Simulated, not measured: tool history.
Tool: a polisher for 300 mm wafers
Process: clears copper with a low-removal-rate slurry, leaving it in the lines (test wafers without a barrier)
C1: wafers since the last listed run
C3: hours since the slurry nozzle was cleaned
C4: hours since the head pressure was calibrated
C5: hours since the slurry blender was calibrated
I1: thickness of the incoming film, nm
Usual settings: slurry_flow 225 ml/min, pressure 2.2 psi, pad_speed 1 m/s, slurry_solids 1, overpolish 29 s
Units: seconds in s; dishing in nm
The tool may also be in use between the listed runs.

{"run": 1, "day": 0.0, "slurry_flow": 225, "pressure": 2.2, "pad_speed": 1, "slurry_solids": 1, "overpolish": 29, "C1": 0, "wafers polished on this pad": 285, "C3": 190.1, "C4": 1173.3, "C5": 61.7, "I1": 267.3, "seconds": 123.6, "dishing": 42.5}
{"run": 2, "day": 1.204, "slurry_flow": 225, "pressure": 2.8, "pad_speed": 1, "slurry_solids": 1, "overpolish": 29, "C1": 163, "wafers polished on this pad": 448, "C3": 219, "C4": 1202.2, "C5": 90.6, "I1": 259.5, "seconds": 95.4, "dishing": 52}
{"day": 1.712, "done": "slurry blender recalibrated"}
{"day": 1.858, "done": "worn pad replaced by a new one"}
{"run": 3, "day": 2.254, "slurry_flow": 225, "pressure": 1.6, "pad_speed": 1, "slurry_solids": 1, "overpolish": 29, "C1": 111, "wafers polished on this pad": 53, "C3": 244.2, "C4": 1227.4, "C5": 13, "I1": 260.6, "seconds": 167.4, "dishing": 30.5}
{"run": 4, "day": 3.446, "slurry_flow": 225, "pressure": 1.6, "pad_speed": 1, "slurry_solids": 1, "overpolish": 29, "C1": 161, "wafers polished on this pad": 215, "C3": 272.8, "C4": 1256, "C5": 41.6, "I1": 270.1, "seconds": 173.9, "dishing": 31.9}
{"run": 5, "day": 4.925, "slurry_flow": 225, "pressure": 2.2, "pad_speed": 1, "slurry_solids": 1, "overpolish": 29, "C1": 200, "wafers polished on this pad": 415, "C3": 308.3, "C4": 1291.5, "C5": 77.1, "I1": 266, "seconds": 124.6, "dishing": 40.7}
{"day": 5.646, "done": "worn pad replaced by a new one"}
{"day": 7.262, "done": "slurry blender recalibrated"}
{"day": 8.962, "done": "head pressure recalibrated"}
{"day": 9.112, "done": "worn pad replaced by a new one"}
{"run": 6, "day": 9.133, "slurry_flow": 225, "pressure": 2.2, "pad_speed": 1, "slurry_solids": 1, "overpolish": 29, "C1": 504, "wafers polished on this pad": 3, "C3": 409.3, "C4": 4.1, "C5": 44.9, "I1": 260.2, "seconds": 105.1, "dishing": 47.1}
{"run": 7, "day": 9.904, "slurry_flow": 255, "pressure": 2.2, "pad_speed": 1, "slurry_solids": 1, "overpolish": 29, "C1": 104, "wafers polished on this pad": 107, "C3": 427.8, "C4": 22.6, "C5": 63.4, "I1": 267.2, "seconds": 109.1, "dishing": 46.6}
{"day": 10.275, "done": "slurry nozzle cleaned"}
{"run": 8, "day": 10.933, "slurry_flow": 225, "pressure": 2.2, "pad_speed": 0.74, "slurry_solids": 1, "overpolish": 29, "C1": 133, "wafers polished on this pad": 241, "C3": 15.8, "C4": 47.3, "C5": 88.1, "I1": 264.7, "seconds": 146.2, "dishing": 36.7}
{"run": 9, "day": 11.912, "slurry_flow": 225, "pressure": 2.2, "pad_speed": 1, "slurry_solids": 1.15, "overpolish": 29, "C1": 132, "wafers polished on this pad": 373, "C3": 39.3, "C4": 70.8, "C5": 111.6, "I1": 261.5, "seconds": 106.6, "dishing": 46.6}
{"day": 12.25, "done": "slurry blender recalibrated"}
{"day": 13.212, "done": "worn pad replaced by a new one"}
{"run": 10, "day": 13.233, "slurry_flow": 225, "pressure": 2.2, "pad_speed": 1.3, "slurry_solids": 1, "overpolish": 29, "C1": 145, "wafers polished on this pad": 2, "C3": 71, "C4": 102.5, "C5": 23.6, "I1": 265, "seconds": 87.9, "dishing": 56.5}
{"run": 11, "day": 13.675, "slurry_flow": 225, "pressure": 2.2, "pad_speed": 1, "slurry_solids": 1, "overpolish": 29, "C1": 59, "wafers polished on this pad": 62, "C3": 81.6, "C4": 113.1, "C5": 34.2, "I1": 270.2, "seconds": 116.5, "dishing": 45.3}
{"run": 12, "day": 14.217, "slurry_flow": 225, "pressure": 2.2, "pad_speed": 1, "slurry_solids": 1, "overpolish": 29, "C1": 73, "wafers polished on this pad": 136, "C3": 94.6, "C4": 126.1, "C5": 47.2, "I1": 265.8, "seconds": 112.4, "dishing": 45.9}
{"run": 13, "day": 15.171, "slurry_flow": 300, "pressure": 3, "pad_speed": 1, "slurry_solids": 1, "overpolish": 40, "C1": 129, "wafers polished on this pad": 265, "C3": 117.5, "C4": 149, "C5": 70.1, "I1": 263.1, "seconds": 81.7, "dishing": 78.2}
{"run": 14, "day": 15.688, "slurry_flow": 250, "pressure": 1.5, "pad_speed": 1, "slurry_solids": 1, "overpolish": 29, "C1": 70, "wafers polished on this pad": 335, "C3": 129.9, "C4": 161.4, "C5": 82.5, "I1": 265.1, "seconds": 166.2, "dishing": 31.9}
{"run": 15, "day": 16.188, "slurry_flow": 225, "pressure": 2.2, "pad_speed": 0.74, "slurry_solids": 1, "overpolish": 29, "C1": 67, "wafers polished on this pad": 403, "C3": 141.9, "C4": 173.4, "C5": 94.5, "I1": 269.8, "seconds": 150.6, "dishing": 36.6}
{"run": 16, "day": 16.762, "slurry_flow": 280, "pressure": 1.8, "pad_speed": 1, "slurry_solids": 1.25, "overpolish": 29, "C1": 77, "wafers polished on this pad": 480, "C3": 155.7, "C4": 187.2, "C5": 108.3, "I1": 264.5, "seconds": 130.3, "dishing": 38.9}
{"day": 17.358, "done": "worn pad replaced by a new one"}
{"run": 17, "day": 17.438, "slurry_flow": 260, "pressure": 2.9, "pad_speed": 1, "slurry_solids": 1.25, "overpolish": 23, "C1": 68, "wafers polished on this pad": 10, "C3": 171.9, "C4": 203.4, "C5": 124.5, "I1": 265, "seconds": 82.8, "dishing": 50.2}
{"day": 17.779, "done": "slurry blender recalibrated"}
{"run": 18, "day": 18.829, "slurry_flow": 305, "pressure": 2.7, "pad_speed": 1, "slurry_solids": 1.15, "overpolish": 20, "C1": 177, "wafers polished on this pad": 187, "C3": 205.3, "C4": 236.8, "C5": 25.2, "I1": 267.9, "seconds": 92.5, "dishing": 41.3}
{"run": 19, "day": 20.246, "slurry_flow": 225, "pressure": 1.9, "pad_speed": 1, "slurry_solids": 1, "overpolish": 29, "C1": 191, "wafers polished on this pad": 379, "C3": 239.3, "C4": 270.8, "C5": 59.2, "I1": 265.9, "seconds": 137.5, "dishing": 37.5}

4 ways to go on from here, each from the tool as it stands after run 19. What would each give?
{"run": "A", "day": 20.267, "slurry_flow": 225, "pressure": 1.7, "pad_speed": 1, "slurry_solids": 1, "overpolish": 29, "C1": 2, "wafers polished on this pad": 382, "C3": 239.8, "C4": 271.3, "C5": 59.7, "I1": 267.5, "seconds": "?", "dishing": "?"}
{"run": "B", "day": 20.267, "slurry_flow": 225, "pressure": 2.2, "pad_speed": 1, "slurry_solids": 1.2, "overpolish": 29, "C1": 2, "wafers polished on this pad": 382, "C3": 239.8, "C4": 271.3, "C5": 59.7, "I1": 267.5, "seconds": "?", "dishing": "?"}
{"run": "C", "day": 20.267, "slurry_flow": 225, "pressure": 2.2, "pad_speed": 1, "slurry_solids": 0.9, "overpolish": 18, "C1": 2, "wafers polished on this pad": 382, "C3": 239.8, "C4": 271.3, "C5": 59.7, "I1": 267.5, "seconds": "?", "dishing": "?"}
{"run": "D", "day": 20.267, "slurry_flow": 295, "pressure": 2.2, "pad_speed": 1, "slurry_solids": 1, "overpolish": 36, "C1": 2, "wafers polished on this pad": 382, "C3": 239.8, "C4": 271.3, "C5": 59.7, "I1": 267.5, "seconds": "?", "dishing": "?"}

run=A seconds=154.2 dishing=35.1
run=B seconds=113.4 dishing=46.4
run=C seconds=122.6 dishing=28.7
run=D seconds=116.1 dishing=54.3
Without the tool's hidden state the same runs would have given:
run=A seconds=143.6 dishing=37.5
run=B seconds=105.6 dishing=49.5
run=C seconds=114.2 dishing=30.7
run=D seconds=108.1 dishing=57.8

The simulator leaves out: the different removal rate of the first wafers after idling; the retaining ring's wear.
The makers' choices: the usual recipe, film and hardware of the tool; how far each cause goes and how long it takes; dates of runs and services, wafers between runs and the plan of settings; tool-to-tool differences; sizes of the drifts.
